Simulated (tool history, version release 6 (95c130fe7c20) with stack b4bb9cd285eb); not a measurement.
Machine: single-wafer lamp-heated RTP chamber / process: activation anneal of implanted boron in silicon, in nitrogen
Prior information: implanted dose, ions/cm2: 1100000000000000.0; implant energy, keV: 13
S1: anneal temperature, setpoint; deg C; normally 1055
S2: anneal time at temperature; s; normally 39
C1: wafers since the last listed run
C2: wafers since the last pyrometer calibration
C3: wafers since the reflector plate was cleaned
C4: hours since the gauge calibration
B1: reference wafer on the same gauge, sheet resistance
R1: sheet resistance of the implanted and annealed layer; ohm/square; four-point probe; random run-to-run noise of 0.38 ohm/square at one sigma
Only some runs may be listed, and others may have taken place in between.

Run 1, hour 0: usual settings; C1 0; C2 493; C3 423; C4 307.6; B1 84.97. Result: R1 104.65 ohm/square.
Run 2, hour 26.7: usual settings; C1 242; C2 736; C3 666; C4 334.3; B1 85.01. Result: R1 104.27 ohm/square.
Run 3, hour 92.8: usual settings; C1 601; C2 1338; C3 1267; C4 400.4; B1 85.08. Result: R1 104.61 ohm/square.
Run 4, hour 160.2: usual settings; C1 613; C2 1951; C3 1881; C4 467.8; B1 84.96. Result: R1 104.83 ohm/square.
At hour 203.1: pyrometer window cleaned and pyrometer calibrated.
Run 5, hour 216.6: usual settings; C1 440; C2 123; C3 2321; C4 524.2; B1 84.99. Result: R1 104.52 ohm/square.
Run 6, hour 243: usual settings; C1 240; C2 363; C3 2561; C4 550.6; B1 84.98. Result: R1 103.97 ohm/square.
Run 7, hour 288: usual settings; C1 409; C2 772; C3 2971; C4 595.6; B1 85.03. Result: R1 103.9 ohm/square.
Run 8, hour 359.6: usual settings but S1 1062 deg C, S2 51 s; C1 651; C2 1424; C3 3623; C4 667.2; B1 85.03. Result: R1 103.57 ohm/square.
Run 9, hour 400.8: usual settings but S1 1062 deg C, S2 51 s; C1 374; C2 1799; C3 3997; C4 708.4; B1 85.01. Result: R1 103.61 ohm/square.
At hour 426.4: pyrometer window cleaned and pyrometer calibrated.
Run 10, hour 432.6: usual settings; C1 216; C2 56; C3 4214; C4 740.2; B1 85.02. Result: R1 104.61 ohm/square.
Run 11, hour 489.4: usual settings; C1 516; C2 573; C3 4731; C4 797; B1 84.97. Result: R1 104.38 ohm/square.
At hour 558.4: reflector plate cleaned.
Run 12, hour 558.9: usual settings; C1 559; C2 1132; C3 4; C4 866.5; B1 84.96. Result: R1 105.06 ohm/square.
Run 13, hour 583.9: usual settings but S1 1045 deg C, S2 48 s; C1 227; C2 1360; C3 231; C4 891.5; B1 85. Result: R1 104.68 ohm/square.
At hour 639.4: pyrometer window cleaned and pyrometer calibrated.
Run 14, hour 646.5: usual settings but S1 1067 deg C, S2 17 s; C1 496; C2 65; C3 728; C4 954.1; B1 85.04. Result: R1 105.49 ohm/square.
Run 15, hour 713.5: usual settings but S1 1073 deg C; C1 609; C2 674; C3 1338; C4 1021.1; B1 85.09. Result: R1 103.35 ohm/square.
Run 16, hour 749.4: usual settings but S1 1040 deg C, S2 57 s; C1 326; C2 1001; C3 1665; C4 1057; B1 85.01. Result: R1 105.2 ohm/square.
At hour 781.8: gauge calibrated.
Run 17, hour 790.1: usual settings but S1 1026 deg C, S2 32 s; C1 370; C2 1371; C3 2035; C4 8.3; B1 84.94. Result: R1 108.58 ohm/square.
Run 18, hour 845.6: usual settings but S1 1072 deg C, S2 61 s; C1 505; C2 1876; C3 2540; C4 63.8; B1 85.02. Result: R1 101.66 ohm/square.
At hour 909.9: pyrometer window cleaned and pyrometer calibrated.
Run 19, hour 910.4: usual settings; C1 516; C2 4; C3 3057; C4 128.6; B1 84.99. Result: R1 105 ohm/square.
Run 20, hour 930.6: usual settings but S1 1030 deg C, S2 20 s; C1 183; C2 188; C3 3241; C4 148.8; B1 85.01. Result: R1 108.62 ohm/square.
Run 21, hour 976.8: usual settings; C1 420; C2 608; C3 3661; C4 195; B1 85. Result: R1 104.74 ohm/square.
Run 22, hour 1015.7: usual settings but S1 1040 deg C, S2 61 s; C1 354; C2 962; C3 4015; C4 233.9; B1 84.99. Result: R1 104.58 ohm/square.
Run 23, hour 1074.1: usual settings but S1 1082 deg C, S2 48 s; C1 531; C2 1494; C3 4547; C4 292.3; B1 84.99. Result: R1 102.59 ohm/square.
At hour 1106.4: reflector plate cleaned.
Run 24, hour 1138.3: usual settings but S2 20 s; C1 511; C2 2005; C3 290; C4 356.5; B1 84.97. Result: R1 106 ohm/square.
At hour 1169.7: pyrometer window cleaned and pyrometer calibrated.
Run 25, hour 1199.3: usual settings but S1 1031 deg C, S2 54 s; C1 482; C2 269; C3 773; C4 417.5; B1 85.05. Result: R1 105.75 ohm/square.

Here are 3 independent what-if runs from the current tool condition. What would each one return?
Run A, hour 1199.7: usual settings; C1 3; C2 273; C3 776; C4 417.9; B1 ?. Result: R1 ?.
Run B, hour 1199.7: usual settings but S1 1040 deg C, S2 48 s; C1 3; C2 273; C3 776; C4 417.9; B1 ?. Result: R1 ?.
Run C, hour 1199.7: usual settings but S1 1039 deg C, S2 51 s; C1 3; C2 273; C3 776; C4 417.9; B1 ?. Result: R1 ?.

run     B1      R1
  A  85.09   104.1
  B  85.09  104.96
  C  85.09  104.88
What these runs would have given with no unlogged condition in the tool:
run      R1
  A   104.1
  B  104.96
  C  104.88
